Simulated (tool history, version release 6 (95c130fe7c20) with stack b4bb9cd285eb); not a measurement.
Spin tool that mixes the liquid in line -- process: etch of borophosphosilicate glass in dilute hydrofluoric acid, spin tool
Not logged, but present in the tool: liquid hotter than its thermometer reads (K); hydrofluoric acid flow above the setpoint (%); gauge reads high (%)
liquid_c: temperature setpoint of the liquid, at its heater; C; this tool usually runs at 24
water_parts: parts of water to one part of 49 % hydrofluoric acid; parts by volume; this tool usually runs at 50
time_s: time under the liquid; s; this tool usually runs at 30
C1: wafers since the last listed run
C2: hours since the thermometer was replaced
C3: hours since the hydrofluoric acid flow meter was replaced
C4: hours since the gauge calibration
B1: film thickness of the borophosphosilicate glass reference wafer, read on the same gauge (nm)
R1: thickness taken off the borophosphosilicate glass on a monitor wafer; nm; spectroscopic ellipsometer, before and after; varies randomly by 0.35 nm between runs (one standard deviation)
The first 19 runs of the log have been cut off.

{"run": 20, "day": 10.933, "liquid_c": 24, "water_parts": 50, "time_s": 20, "C1": 238, "C2": 45.6, "C3": 2095.6, "C4": 227.6, "B1": 70.01, "R1": 41.15}
{"run": 21, "day": 11.467, "liquid_c": 28.5, "water_parts": 65, "time_s": 20, "C1": 258, "C2": 58.4, "C3": 2108.4, "C4": 240.4, "B1": 69.99, "R1": 37.12}
{"day": 11.825, "done": "hydrofluoric acid flow meter replaced"}
{"run": 22, "day": 12.204, "liquid_c": 20, "water_parts": 50, "time_s": 35, "C1": 337, "C2": 76.1, "C3": 9.1, "C4": 258.1, "B1": 70, "R1": 54.48}
{"run": 23, "day": 12.638, "liquid_c": 24, "water_parts": 40, "time_s": 30, "C1": 210, "C2": 86.5, "C3": 19.5, "C4": 268.5, "B1": 70.02, "R1": 70.4}
{"run": 24, "day": 13.112, "liquid_c": 26, "water_parts": 30, "time_s": 45, "C1": 230, "C2": 97.9, "C3": 30.9, "C4": 279.9, "B1": 69.98, "R1": 153.55}
{"run": 25, "day": 13.638, "liquid_c": 19.5, "water_parts": 50, "time_s": 25, "C1": 254, "C2": 110.5, "C3": 43.5, "C4": 292.5, "B1": 69.97, "R1": 38.74}
{"run": 26, "day": 14.117, "liquid_c": 24, "water_parts": 50, "time_s": 30, "C1": 232, "C2": 122, "C3": 55, "C4": 304, "B1": 69.99, "R1": 55.59}
{"run": 27, "day": 14.858, "liquid_c": 24, "water_parts": 30, "time_s": 40, "C1": 359, "C2": 139.8, "C3": 72.8, "C4": 321.8, "B1": 70.01, "R1": 127.52}
{"run": 28, "day": 15.238, "liquid_c": 19, "water_parts": 55, "time_s": 30, "C1": 184, "C2": 148.9, "C3": 81.9, "C4": 330.9, "B1": 70.02, "R1": 41.24}
{"run": 29, "day": 15.654, "liquid_c": 28, "water_parts": 25, "time_s": 40, "C1": 202, "C2": 158.9, "C3": 91.9, "C4": 340.9, "B1": 69.99, "R1": 182.59}
{"run": 30, "day": 15.996, "liquid_c": 24, "water_parts": 45, "time_s": 15, "C1": 165, "C2": 167.1, "C3": 100.1, "C4": 349.1, "B1": 69.99, "R1": 31.04}
{"run": 31, "day": 16.617, "liquid_c": 24, "water_parts": 50, "time_s": 30, "C1": 301, "C2": 182, "C3": 115, "C4": 364, "B1": 69.97, "R1": 55.53}
{"run": 32, "day": 16.975, "liquid_c": 24, "water_parts": 50, "time_s": 30, "C1": 173, "C2": 190.6, "C3": 123.6, "C4": 372.6, "B1": 70, "R1": 55.75}
{"run": 33, "day": 17.512, "liquid_c": 20.5, "water_parts": 50, "time_s": 20, "C1": 260, "C2": 203.5, "C3": 136.5, "C4": 385.5, "B1": 70, "R1": 32.61}

3 options for the next run, each taken on its own from the tool as it stands now. Forecast them:
{"run": "A", "day": 17.529, "liquid_c": 24, "water_parts": 50, "time_s": 30, "C1": 8, "C2": 203.9, "C3": 136.9, "C4": 385.9, "B1": "?", "R1": "?"}
{"run": "B", "day": 17.529, "liquid_c": 27, "water_parts": 65, "time_s": 45, "C1": 8, "C2": 203.9, "C3": 136.9, "C4": 385.9, "B1": "?", "R1": "?"}
{"run": "C", "day": 17.529, "liquid_c": 26.5, "water_parts": 40, "time_s": 35, "C1": 8, "C2": 203.9, "C3": 136.9, "C4": 385.9, "B1": "?", "R1": "?"}

run=A B1=70 R1=55.93
run=B B1=70 R1=71.34
run=C B1=70 R1=91.58
Had the tool no hidden state, the same runs would have come out as:
run=A R1=53.62
run=B R1=68.43
run=C R1=87.82
